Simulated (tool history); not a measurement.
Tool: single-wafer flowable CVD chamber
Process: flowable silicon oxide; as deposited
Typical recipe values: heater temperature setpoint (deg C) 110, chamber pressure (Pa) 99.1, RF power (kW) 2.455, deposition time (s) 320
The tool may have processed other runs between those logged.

| run | hour | heater temperature setpoint (deg C) | chamber pressure (Pa) | RF power (kW) | deposition time (s) | wafers since the last listed run | hours since the last thermocouple change | hours since the last RF generator calibration | hours since the last manometer calibration | hours since the showerhead was replaced | hours since the gauge calibration | read-back reference wafer on the same gauge, thickness_nm | mean film thickness on the monitor wafer (nm) |
|---|---|---|---|---|---|---|---|---|---|---|---|---|---|
| 1 | 0 | 110 | 99.1 | 2.455 | 361 | 0 | 1175.8 | 1078.2 | 1715.3 | 3517.8 | 393.1 | 155.027 | 148.515 |
| 2 | 84 | 110 | 99.1 | 2.455 | 361 | 618 | 1259.8 | 1162.2 | 1799.3 | 3601.8 | 477.1 | 154.983 | 147.736 |
| 3 | 184.5 | 110 | 99.1 | 2.455 | 361 | 739 | 1360.3 | 1262.7 | 1899.8 | 3702.3 | 577.6 | 154.989 | 147.865 |
| 4 | 266.5 | 110 | 99.1 | 2.455 | 320 | 603 | 1442.3 | 1344.7 | 1981.8 | 3784.3 | 659.6 | 155.005 | 131.039 |
| 5 | 337.7 | 110 | 99.1 | 2.455 | 320 | 524 | 1513.5 | 1415.9 | 2053 | 3855.5 | 730.8 | 155.041 | 130.909 |
| 6 | 438.4 | 103 | 99.1 | 2.455 | 320 | 741 | 1614.2 | 1516.6 | 2153.7 | 3956.2 | 831.5 | 154.903 | 159.554 |
| 7 | 503.9 | 103 | 99.1 | 2.455 | 320 | 482 | 1679.7 | 1582.1 | 2219.2 | 4021.7 | 897 | 155.052 | 160.59 |
| 8 | 570.9 | 103 | 99.1 | 2.455 | 320 | 493 | 1746.7 | 1649.1 | 2286.2 | 4088.7 | 964 | 154.931 | 159.802 |
|  | 658.4 | gauge calibrated |
| 9 | 659.6 | 110 | 99.1 | 2.455 | 320 | 652 | 1835.4 | 1737.8 | 2374.9 | 4177.4 | 1.2 | 154.947 | 130.983 |
|  | 667.8 | capacitance manometer re-zeroed and calibrated |
| 10 | 716.1 | 110 | 99.1 | 2.455 | 320 | 356 | 1891.9 | 1794.3 | 48.3 | 4233.9 | 57.7 | 155.053 | 130.46 |
|  | 754.1 | thermocouple changed; heater temperature recalibrated |
| 11 | 760.9 | 110 | 99.1 | 2.455 | 320 | 270 | 6.8 | 1839.1 | 93.1 | 4278.7 | 102.5 | 155.073 | 130.527 |
| 12 | 848.3 | 96 | 99.1 | 2.455 | 320 | 643 | 94.2 | 1926.5 | 180.5 | 4366.1 | 189.9 | 154.875 | 196.108 |
|  | 863.3 | showerhead replaced |
| 13 | 925.7 | 110 | 99.1 | 2.455 | 320 | 510 | 171.6 | 2003.9 | 257.9 | 62.4 | 267.3 | 154.942 | 130.596 |
| 14 | 1022.5 | 110 | 99.1 | 2.455 | 370 | 712 | 268.4 | 2100.7 | 354.7 | 159.2 | 364.1 | 155.079 | 150.052 |
|  | 1077.3 | RF generator calibrated |
| 15 | 1103.7 | 101 | 92.8 | 2.105 | 320 | 538 | 349.6 | 26.4 | 435.9 | 240.4 | 445.3 | 154.792 | 156.844 |
| 16 | 1188.7 | 122 | 118.3 | 2.69 | 300 | 625 | 434.6 | 111.4 | 520.9 | 325.4 | 530.3 | 154.997 | 107.562 |
| 17 | 1278.1 | 125 | 99.1 | 2.81 | 320 | 657 | 524 | 200.8 | 610.3 | 414.8 | 619.7 | 155.064 | 90.02 |
| 18 | 1380.3 | 123 | 92.8 | 2.455 | 320 | 752 | 626.2 | 303 | 712.5 | 517 | 721.9 | 155.002 | 87.319 |
| 19 | 1457.2 | 110 | 99.1 | 2.455 | 361 | 565 | 703.1 | 379.9 | 789.4 | 593.9 | 798.8 | 155.081 | 148.561 |
| 20 | 1552.5 | 110 | 99.1 | 2.795 | 263 | 701 | 798.4 | 475.2 | 884.7 | 689.2 | 894.1 | 154.951 | 110.116 |
| 21 | 1590 | 110 | 82.9 | 2.455 | 320 | 276 | 835.9 | 512.7 | 922.2 | 726.7 | 931.6 | 155.214 | 110.113 |
| 22 | 1658.9 | 119 | 99.1 | 2.455 | 320 | 507 | 904.8 | 581.6 | 991.1 | 795.6 | 1000.5 | 155.002 | 102.97 |

4 options for the next run, each taken on its own from the tool as it stands now. Forecast them:
| A | 1659.4 | 110 | 112.9 | 2.455 | 320 | 3 | 905.3 | 582.1 | 991.6 | 796.1 | 1001 | ? | ? |
| B | 1659.4 | 110 | 74.9 | 2.455 | 290 | 3 | 905.3 | 582.1 | 991.6 | 796.1 | 1001 | ? | ? |
| C | 1659.4 | 110 | 99.1 | 2.455 | 340 | 3 | 905.3 | 582.1 | 991.6 | 796.1 | 1001 | ? | ? |
| D | 1659.4 | 110 | 117.6 | 2.63 | 320 | 3 | 905.3 | 582.1 | 991.6 | 796.1 | 1001 | ? | ? |

| run | read-back reference wafer on the same gauge, thickness_nm | mean film thickness on the monitor wafer (nm) |
|---|---|---|
| A | 155.131 | 150.221 |
| B | 155.131 | 90.519 |
| C | 155.131 | 139.961 |
| D | 155.131 | 157.941 |
What these runs would have given with no unlogged condition in the tool:
| run | mean film thickness on the monitor wafer (nm) |
|---|---|
| A | 150.791 |
| B | 90.863 |
| C | 140.492 |
| D | 158.472 |
